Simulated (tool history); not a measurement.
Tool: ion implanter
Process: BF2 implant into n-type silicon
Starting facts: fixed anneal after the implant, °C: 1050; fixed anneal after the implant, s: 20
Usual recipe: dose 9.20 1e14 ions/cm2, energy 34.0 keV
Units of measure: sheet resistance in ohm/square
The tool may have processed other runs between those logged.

run	hour	dose	energy	wafers since the last listed run	hours since the last dose calibration	hours since the extraction supply was calibrated	hours since the gauge calibration	read-back reference wafer on the same gauge, sheet resistance	sheet resistance
1	0.0	9.20	34.0	0	977.7	4313.2	299.2	120.43	127.99
2	33.7	9.20	34.0	778	1011.4	4346.9	332.9	120.56	128.34
3	61.5	9.20	34.0	641	1039.2	4374.7	360.7	120.60	128.01
4	84.0	9.20	34.0	519	1061.7	4397.2	383.2	120.59	128.12
5	112.7	9.20	39.5	662	1090.4	4425.9	411.9	120.73	125.26
6	143.4	9.20	39.5	708	1121.1	4456.6	442.6	120.70	124.71
7	156.5	9.20	39.5	302	1134.2	4469.7	455.7	120.83	124.89
8	172.3	9.20	40.5	364	1150.0	4485.5	471.5	120.80	125.59
9	207.0	9.20	40.5	801	1184.7	4520.2	506.2	120.84	124.50
10	221.8	9.20	34.0	341	1199.5	4535.0	521.0	120.85	129.57
11	247.0	9.20	34.0	581	1224.7	4560.2	546.2	120.86	128.46
12	261.1	9.20	34.0	325	1238.8	4574.3	560.3	120.91	129.54
13	292.2	9.20	34.0	718	1269.9	4605.4	591.4	120.93	129.28
14	325.0	9.20	34.0	757	1302.7	4638.2	624.2	120.89	128.30
15	349.2	11.32	41.5	558	1326.9	4662.4	648.4	121.03	105.97
# hour 360.2: Faraday cup replaced and dose calibrated
16	379.1	7.51	34.0	505	18.9	4692.3	678.3	120.96	152.78
17	392.1	9.20	34.0	300	31.9	4705.3	691.3	121.06	128.86
18	415.8	10.27	28.5	547	55.6	4729.0	715.0	121.05	122.84
# hour 425.0: gauge calibrated
# hour 448.1: extraction supply calibrated
19	448.6	10.68	41.5	572	88.4	0.5	23.6	119.17	109.02
20	464.0	9.20	34.0	355	103.8	15.9	39.0	119.21	126.29
21	480.5	7.05	30.0	381	120.3	32.4	55.5	119.36	161.13
22	499.8	10.14	29.0	445	139.6	51.7	74.8	119.54	122.06
23	519.9	9.20	34.0	464	159.7	71.8	94.9	119.75	127.90
24	538.8	6.86	23.0	436	178.6	90.7	113.8	119.82	170.58
25	557.7	7.37	28.0	436	197.5	109.6	132.7	119.90	157.90
26	622.6	7.42	37.5	1498	262.4	174.5	197.6	120.23	150.58
27	640.3	6.60	45.5	408	280.1	192.2	215.3	120.23	164.69
28	674.1	9.20	27.5	780	313.9	226.0	249.1	120.50	133.15

Same runs, no hidden state in the tool, same run-to-run variation:
Hidden state at play: deviation of the true dose from the Faraday cup's reading, %; deviation of the true energy from its setpoint, %; gauge reads high (%).
run	sheet resistance
1	126.49
2	126.74
3	126.33
4	126.38
5	123.50
6	122.90
7	123.05
8	123.72
9	122.59
10	127.56
11	126.44
12	127.48
13	127.19
14	126.19
15	104.21
16	150.22
17	126.69
18	120.75
19	108.92
20	126.03
21	160.62
22	121.52
23	127.19
24	169.44
25	156.70
26	149.00
27	162.86
28	131.52
